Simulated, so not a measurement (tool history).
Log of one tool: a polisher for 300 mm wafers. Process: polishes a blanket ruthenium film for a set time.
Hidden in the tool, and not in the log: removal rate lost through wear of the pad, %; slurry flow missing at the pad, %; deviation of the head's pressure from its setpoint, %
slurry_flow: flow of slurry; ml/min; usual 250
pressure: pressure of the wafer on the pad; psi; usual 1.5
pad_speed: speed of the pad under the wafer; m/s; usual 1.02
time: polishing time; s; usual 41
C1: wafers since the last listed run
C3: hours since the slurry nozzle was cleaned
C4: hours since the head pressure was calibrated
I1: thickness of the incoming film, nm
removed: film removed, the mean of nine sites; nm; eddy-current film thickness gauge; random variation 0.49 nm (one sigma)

{"run": 1, "hour": 0.0, "slurry_flow": 250, "pressure": 1.5, "pad_speed": 1.02, "time": 41, "C1": 0, "wafers polished on this pad": 1303, "C3": 38.1, "C4": 641.5, "I1": 374.8, "removed": 34.2}
{"run": 2, "hour": 58.1, "slurry_flow": 250, "pressure": 1.5, "pad_speed": 1.02, "time": 41, "C1": 517, "wafers polished on this pad": 1820, "C3": 96.2, "C4": 699.6, "I1": 377.7, "removed": 34.8}
{"hour": 87.4, "done": "worn pad replaced by a new one"}
{"run": 3, "hour": 87.9, "slurry_flow": 250, "pressure": 1.5, "pad_speed": 1.02, "time": 41, "C1": 229, "wafers polished on this pad": 4, "C3": 126, "C4": 729.4, "I1": 385.3, "removed": 33.6}
{"run": 4, "hour": 279.8, "slurry_flow": 250, "pressure": 1.5, "pad_speed": 1.02, "time": 41, "C1": 1707, "wafers polished on this pad": 1712, "C3": 317.9, "C4": 921.3, "I1": 377.5, "removed": 34.4}
{"hour": 314.6, "done": "worn pad replaced by a new one"}
{"run": 5, "hour": 324.9, "slurry_flow": 250, "pressure": 1.5, "pad_speed": 1.02, "time": 41, "C1": 365, "wafers polished on this pad": 91, "C3": 363, "C4": 966.4, "I1": 388.1, "removed": 33.1}
{"run": 6, "hour": 394.4, "slurry_flow": 250, "pressure": 1.5, "pad_speed": 1.02, "time": 31, "C1": 618, "wafers polished on this pad": 710, "C3": 432.5, "C4": 1035.9, "I1": 371.7, "removed": 25}
{"run": 7, "hour": 425.6, "slurry_flow": 250, "pressure": 1.5, "pad_speed": 1.02, "time": 31, "C1": 277, "wafers polished on this pad": 987, "C3": 463.7, "C4": 1067.1, "I1": 382.3, "removed": 25.1}
{"run": 8, "hour": 486.2, "slurry_flow": 250, "pressure": 1.5, "pad_speed": 1.02, "time": 31, "C1": 539, "wafers polished on this pad": 1527, "C3": 524.3, "C4": 1127.7, "I1": 382.6, "removed": 24.9}
{"run": 9, "hour": 527.1, "slurry_flow": 250, "pressure": 1.5, "pad_speed": 1.02, "time": 41, "C1": 364, "wafers polished on this pad": 1891, "C3": 565.2, "C4": 1168.6, "I1": 380, "removed": 33.1}
{"hour": 583.9, "done": "worn pad replaced by a new one"}
{"run": 10, "hour": 586.5, "slurry_flow": 250, "pressure": 1.5, "pad_speed": 1.02, "time": 41, "C1": 493, "wafers polished on this pad": 23, "C3": 624.6, "C4": 1228, "I1": 381.1, "removed": 32.8}
{"hour": 610.1, "done": "head pressure recalibrated"}
{"run": 11, "hour": 613.5, "slurry_flow": 250, "pressure": 1.5, "pad_speed": 1.32, "time": 41, "C1": 222, "wafers polished on this pad": 246, "C3": 651.6, "C4": 3.4, "I1": 380.2, "removed": 46}
{"hour": 640.9, "done": "slurry nozzle cleaned"}
{"run": 12, "hour": 662.6, "slurry_flow": 295, "pressure": 1.3, "pad_speed": 1.02, "time": 41, "C1": 428, "wafers polished on this pad": 674, "C3": 21.7, "C4": 52.5, "I1": 380.5, "removed": 31.3}
{"run": 13, "hour": 731.1, "slurry_flow": 205, "pressure": 1.5, "pad_speed": 1.14, "time": 41, "C1": 609, "wafers polished on this pad": 1283, "C3": 90.2, "C4": 121, "I1": 373.5, "removed": 38}
{"run": 14, "hour": 790.9, "slurry_flow": 205, "pressure": 1.5, "pad_speed": 1.14, "time": 41, "C1": 532, "wafers polished on this pad": 1816, "C3": 150, "C4": 180.8, "I1": 384.9, "removed": 38}
{"hour": 842.1, "done": "worn pad replaced by a new one"}
{"run": 15, "hour": 860.2, "slurry_flow": 250, "pressure": 1.3, "pad_speed": 0.76, "time": 29, "C1": 581, "wafers polished on this pad": 161, "C3": 219.3, "C4": 250.1, "I1": 377.8, "removed": 16.7}
{"run": 16, "hour": 905.2, "slurry_flow": 310, "pressure": 1.2, "pad_speed": 1.02, "time": 41, "C1": 400, "wafers polished on this pad": 561, "C3": 264.3, "C4": 295.1, "I1": 382.2, "removed": 28.9}
{"run": 17, "hour": 971.3, "slurry_flow": 250, "pressure": 1.5, "pad_speed": 1.02, "time": 41, "C1": 588, "wafers polished on this pad": 1150, "C3": 330.4, "C4": 361.2, "I1": 384, "removed": 35.3}
{"run": 18, "hour": 1017.2, "slurry_flow": 250, "pressure": 1.5, "pad_speed": 1.02, "time": 31, "C1": 408, "wafers polished on this pad": 1558, "C3": 376.3, "C4": 407.1, "I1": 382.6, "removed": 27}
{"hour": 1062.7, "done": "worn pad replaced by a new one"}
{"run": 19, "hour": 1229.9, "slurry_flow": 195, "pressure": 1.5, "pad_speed": 0.8, "time": 32, "C1": 1857, "wafers polished on this pad": 1488, "C3": 589, "C4": 619.8, "I1": 379.6, "removed": 21.2}
{"run": 20, "hour": 1272.8, "slurry_flow": 310, "pressure": 1.8, "pad_speed": 1.02, "time": 41, "C1": 381, "wafers polished on this pad": 1870, "C3": 631.9, "C4": 662.7, "I1": 379.7, "removed": 41.9}

4 ways to go on from here, each from the tool as it stands after run 20. What would each give?
{"run": "A", "hour": 1273.2, "slurry_flow": 250, "pressure": 1.5, "pad_speed": 1.02, "time": 41, "C1": 3, "wafers polished on this pad": 1873, "C3": 632.3, "C4": 663.1, "I1": 380.4, "removed": "?"}
{"run": "B", "hour": 1273.2, "slurry_flow": 250, "pressure": 2, "pad_speed": 1.02, "time": 48, "C1": 3, "wafers polished on this pad": 1873, "C3": 632.3, "C4": 663.1, "I1": 380.4, "removed": "?"}
{"run": "C", "hour": 1273.2, "slurry_flow": 300, "pressure": 1.1, "pad_speed": 0.82, "time": 32, "C1": 3, "wafers polished on this pad": 1873, "C3": 632.3, "C4": 663.1, "I1": 380.4, "removed": "?"}
{"run": "D", "hour": 1273.2, "slurry_flow": 185, "pressure": 1.5, "pad_speed": 0.78, "time": 41, "C1": 3, "wafers polished on this pad": 1873, "C3": 632.3, "C4": 663.1, "I1": 380.4, "removed": "?"}

run=A removed=35.6
run=B removed=55.6
run=C removed=17.1
run=D removed=26.9
Without the tool's hidden state the same runs would have given:
run=A removed=36.3
run=B removed=56.7
run=C removed=17.4
run=D removed=27.4
